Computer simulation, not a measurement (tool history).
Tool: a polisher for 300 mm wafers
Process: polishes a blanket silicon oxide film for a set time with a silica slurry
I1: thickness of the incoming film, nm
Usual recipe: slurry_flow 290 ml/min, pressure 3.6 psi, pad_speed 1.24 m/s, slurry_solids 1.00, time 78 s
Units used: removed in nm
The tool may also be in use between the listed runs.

run 1 hour=0.0 | slurry_flow=290 pressure=3.6 pad_speed=1.24 slurry_solids=1.00 time=78 | I1=935.1 | removed=198.5
run 2 hour=106.4 | slurry_flow=290 pressure=3.6 pad_speed=1.24 slurry_solids=1.00 time=78 | I1=962.1 | removed=195.6
-- hour=112.1 worn pad replaced by a new one
run 3 hour=198.3 | slurry_flow=290 pressure=3.6 pad_speed=1.24 slurry_solids=1.00 time=78 | I1=936.5 | removed=192.5
-- hour=267.8 conditioning disc replaced and pad reconditioned
run 4 hour=282.5 | slurry_flow=290 pressure=3.6 pad_speed=1.24 slurry_solids=1.00 time=78 | I1=939.5 | removed=191.3
run 5 hour=360.3 | slurry_flow=290 pressure=3.6 pad_speed=1.24 slurry_solids=1.00 time=78 | I1=953.5 | removed=187.6
-- hour=394.3 slurry nozzle cleaned
-- hour=398.8 slurry blender recalibrated
-- hour=405.3 worn pad replaced by a new one
run 6 hour=455.9 | slurry_flow=290 pressure=3.6 pad_speed=1.24 slurry_solids=1.00 time=78 | I1=943.2 | removed=199.2
run 7 hour=505.9 | slurry_flow=290 pressure=3.6 pad_speed=1.24 slurry_solids=1.00 time=78 | I1=959.8 | removed=199.2
run 8 hour=567.7 | slurry_flow=290 pressure=3.6 pad_speed=1.24 slurry_solids=1.00 time=78 | I1=943.3 | removed=195.9
run 9 hour=646.9 | slurry_flow=290 pressure=3.6 pad_speed=1.24 slurry_solids=1.00 time=78 | I1=957.8 | removed=194.9
-- hour=650.0 conditioning disc replaced and pad reconditioned
-- hour=705.2 head pressure recalibrated
run 10 hour=747.5 | slurry_flow=290 pressure=3.6 pad_speed=1.12 slurry_solids=0.85 time=78 | I1=940.4 | removed=170.9
-- hour=758.1 worn pad replaced by a new one
run 11 hour=815.9 | slurry_flow=290 pressure=3.6 pad_speed=1.66 slurry_solids=1.15 time=91 | I1=958.0 | removed=281.6
-- hour=854.8 slurry blender recalibrated
run 12 hour=923.5 | slurry_flow=290 pressure=3.6 pad_speed=1.24 slurry_solids=1.10 time=63 | I1=949.3 | removed=164.8
run 13 hour=977.3 | slurry_flow=290 pressure=3.6 pad_speed=1.24 slurry_solids=1.00 time=78 | I1=945.1 | removed=196.9
-- hour=1035.4 conditioning disc replaced and pad reconditioned
run 14 hour=1041.5 | slurry_flow=290 pressure=3.6 pad_speed=1.58 slurry_solids=1.00 time=94 | I1=964.9 | removed=274.4

Expected results for the next run?
-- hour=1079.9 worn pad replaced by a new one
run 15 hour=1106.2 | slurry_flow=200 pressure=2.8 pad_speed=1.48 slurry_solids=1.00 time=78 | I1=945.6 | removed=?

{"run 15": {"removed": 164.0}}
Had the tool carried no hidden state, the very same run would have given removed 168.8 nm.
